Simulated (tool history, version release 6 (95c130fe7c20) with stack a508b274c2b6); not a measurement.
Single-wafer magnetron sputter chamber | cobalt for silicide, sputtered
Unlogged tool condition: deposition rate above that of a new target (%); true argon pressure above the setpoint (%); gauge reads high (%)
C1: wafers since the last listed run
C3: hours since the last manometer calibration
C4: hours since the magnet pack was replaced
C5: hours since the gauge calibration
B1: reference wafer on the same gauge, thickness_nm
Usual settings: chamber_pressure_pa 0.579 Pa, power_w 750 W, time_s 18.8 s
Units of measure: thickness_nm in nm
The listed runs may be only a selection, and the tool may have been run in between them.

run 1 hour=0.0 | chamber_pressure_pa=0.579 power_w=750 time_s=18.8 | C1=0 wafers_on_the_sputter_target=1366 C3=1734.8 C4=6423.3 C5=549.4 | B1=7.615 | thickness_nm=6.362
run 2 hour=17.6 | chamber_pressure_pa=0.579 power_w=750 time_s=18.8 | C1=826 wafers_on_the_sputter_target=2193 C3=1752.4 C4=6440.9 C5=567.0 | B1=7.618 | thickness_nm=6.338
run 3 hour=49.7 | chamber_pressure_pa=0.579 power_w=750 time_s=18.8 | C1=1507 wafers_on_the_sputter_target=3700 C3=1784.5 C4=6473.0 C5=599.1 | B1=7.612 | thickness_nm=6.355
run 4 hour=75.3 | chamber_pressure_pa=0.579 power_w=750 time_s=18.8 | C1=1201 wafers_on_the_sputter_target=4902 C3=1810.1 C4=6498.6 C5=624.7 | B1=7.610 | thickness_nm=6.354
run 5 hour=109.9 | chamber_pressure_pa=0.579 power_w=750 time_s=18.8 | C1=1624 wafers_on_the_sputter_target=6526 C3=1844.7 C4=6533.2 C5=659.3 | B1=7.616 | thickness_nm=6.337
run 6 hour=122.0 | chamber_pressure_pa=0.579 power_w=750 time_s=18.8 | C1=568 wafers_on_the_sputter_target=7094 C3=1856.8 C4=6545.3 C5=671.4 | B1=7.601 | thickness_nm=6.338
run 7 hour=143.3 | chamber_pressure_pa=0.579 power_w=750 time_s=18.8 | C1=999 wafers_on_the_sputter_target=8094 C3=1878.1 C4=6566.6 C5=692.7 | B1=7.614 | thickness_nm=6.391
-- hour=176.3 sputter target and shields replaced
run 8 hour=176.8 | chamber_pressure_pa=0.579 power_w=750 time_s=18.8 | C1=1197 wafers_on_the_sputter_target=25 C3=1911.6 C4=6600.1 C5=726.2 | B1=7.599 | thickness_nm=6.352
run 9 hour=195.3 | chamber_pressure_pa=0.579 power_w=750 time_s=18.8 | C1=868 wafers_on_the_sputter_target=893 C3=1930.1 C4=6618.6 C5=744.7 | B1=7.611 | thickness_nm=6.360
run 10 hour=212.5 | chamber_pressure_pa=0.579 power_w=750 time_s=18.8 | C1=807 wafers_on_the_sputter_target=1701 C3=1947.3 C4=6635.8 C5=761.9 | B1=7.613 | thickness_nm=6.353
run 11 hour=229.5 | chamber_pressure_pa=0.579 power_w=750 time_s=18.8 | C1=798 wafers_on_the_sputter_target=2499 C3=1964.3 C4=6652.8 C5=778.9 | B1=7.605 | thickness_nm=6.366
run 12 hour=247.5 | chamber_pressure_pa=0.579 power_w=750 time_s=18.8 | C1=845 wafers_on_the_sputter_target=3344 C3=1982.3 C4=6670.8 C5=796.9 | B1=7.616 | thickness_nm=6.318
-- hour=273.3 magnet pack replaced
run 13 hour=275.7 | chamber_pressure_pa=0.579 power_w=750 time_s=16.7 | C1=948 wafers_on_the_sputter_target=4292 C3=2010.5 C4=2.4 C5=825.1 | B1=7.606 | thickness_nm=5.625
-- hour=290.8 capacitance manometer re-zeroed and calibrated
run 14 hour=291.3 | chamber_pressure_pa=0.579 power_w=750 time_s=16.7 | C1=356 wafers_on_the_sputter_target=4649 C3=0.5 C4=18.0 C5=840.7 | B1=7.614 | thickness_nm=5.634
run 15 hour=314.0 | chamber_pressure_pa=0.579 power_w=850 time_s=15.8 | C1=1065 wafers_on_the_sputter_target=5715 C3=23.2 C4=40.7 C5=863.4 | B1=7.598 | thickness_nm=5.783
-- hour=342.0 sputter target and shields replaced
run 16 hour=365.0 | chamber_pressure_pa=0.688 power_w=750 time_s=18.8 | C1=2018 wafers_on_the_sputter_target=1078 C3=74.2 C4=91.7 C5=914.4 | B1=7.615 | thickness_nm=6.120
run 17 hour=389.3 | chamber_pressure_pa=0.483 power_w=800 time_s=20.9 | C1=1140 wafers_on_the_sputter_target=2219 C3=98.5 C4=116.0 C5=938.7 | B1=7.612 | thickness_nm=7.631
-- hour=393.4 gauge calibrated
run 18 hour=421.6 | chamber_pressure_pa=0.579 power_w=550 time_s=18.8 | C1=1516 wafers_on_the_sputter_target=3735 C3=130.8 C4=148.3 C5=28.2 | B1=7.610 | thickness_nm=5.255
run 19 hour=439.3 | chamber_pressure_pa=0.646 power_w=750 time_s=21.7 | C1=830 wafers_on_the_sputter_target=4566 C3=148.5 C4=166.0 C5=45.9 | B1=7.597 | thickness_nm=7.132
run 20 hour=453.4 | chamber_pressure_pa=0.508 power_w=700 time_s=21.7 | C1=661 wafers_on_the_sputter_target=5228 C3=162.6 C4=180.1 C5=60.0 | B1=7.605 | thickness_nm=7.170
run 21 hour=485.3 | chamber_pressure_pa=0.772 power_w=900 time_s=18.8 | C1=1497 wafers_on_the_sputter_target=6726 C3=194.5 C4=212.0 C5=91.9 | B1=7.605 | thickness_nm=6.670
-- hour=510.1 sputter target and shields replaced
run 22 hour=520.6 | chamber_pressure_pa=0.579 power_w=850 time_s=18.8 | C1=1281 wafers_on_the_sputter_target=491 C3=229.8 C4=247.3 C5=127.2 | B1=7.611 | thickness_nm=6.891
run 23 hour=536.4 | chamber_pressure_pa=0.579 power_w=750 time_s=18.8 | C1=741 wafers_on_the_sputter_target=1233 C3=245.6 C4=263.1 C5=143.0 | B1=7.610 | thickness_nm=6.330
run 24 hour=584.7 | chamber_pressure_pa=0.579 power_w=600 time_s=15.5 | C1=2267 wafers_on_the_sputter_target=3500 C3=293.9 C4=311.4 C5=191.3 | B1=7.612 | thickness_nm=4.551
run 25 hour=619.9 | chamber_pressure_pa=0.643 power_w=750 time_s=18.8 | C1=1652 wafers_on_the_sputter_target=5153 C3=329.1 C4=346.6 C5=226.5 | B1=7.607 | thickness_nm=6.217
run 26 hour=653.9 | chamber_pressure_pa=0.579 power_w=750 time_s=18.8 | C1=1596 wafers_on_the_sputter_target=6749 C3=363.1 C4=380.6 C5=260.5 | B1=7.616 | thickness_nm=6.348
run 27 hour=671.3 | chamber_pressure_pa=0.476 power_w=950 time_s=18.8 | C1=816 wafers_on_the_sputter_target=7566 C3=380.5 C4=398.0 C5=277.9 | B1=7.623 | thickness_nm=7.670
-- hour=690.9 sputter target and shields replaced
run 28 hour=695.9 | chamber_pressure_pa=0.579 power_w=750 time_s=18.8 | C1=779 wafers_on_the_sputter_target=233 C3=405.1 C4=422.6 C5=302.5 | B1=7.615 | thickness_nm=6.331
run 29 hour=718.7 | chamber_pressure_pa=0.579 power_w=800 time_s=16.7 | C1=1070 wafers_on_the_sputter_target=1303 C3=427.9 C4=445.4 C5=325.3 | B1=7.613 | thickness_nm=5.864

3 ways to go on from here, each from the tool as it stands after run 29. What would each give?
run A hour=719.1 | chamber_pressure_pa=0.579 power_w=750 time_s=18.8 | C1=18 wafers_on_the_sputter_target=1322 C3=428.3 C4=445.8 C5=325.7 | B1=? | thickness_nm=?
run B hour=719.1 | chamber_pressure_pa=0.641 power_w=700 time_s=15.4 | C1=18 wafers_on_the_sputter_target=1322 C3=428.3 C4=445.8 C5=325.7 | B1=? | thickness_nm=?
run C hour=719.1 | chamber_pressure_pa=0.579 power_w=900 time_s=18.8 | C1=18 wafers_on_the_sputter_target=1322 C3=428.3 C4=445.8 C5=325.7 | B1=? | thickness_nm=?

run=A B1=7.605 thickness_nm=6.365
run=B B1=7.605 thickness_nm=4.886
run=C B1=7.605 thickness_nm=7.171
With no hidden state in the tool, these same runs would have given:
run=A thickness_nm=6.365
run=B thickness_nm=4.886
run=C thickness_nm=7.171
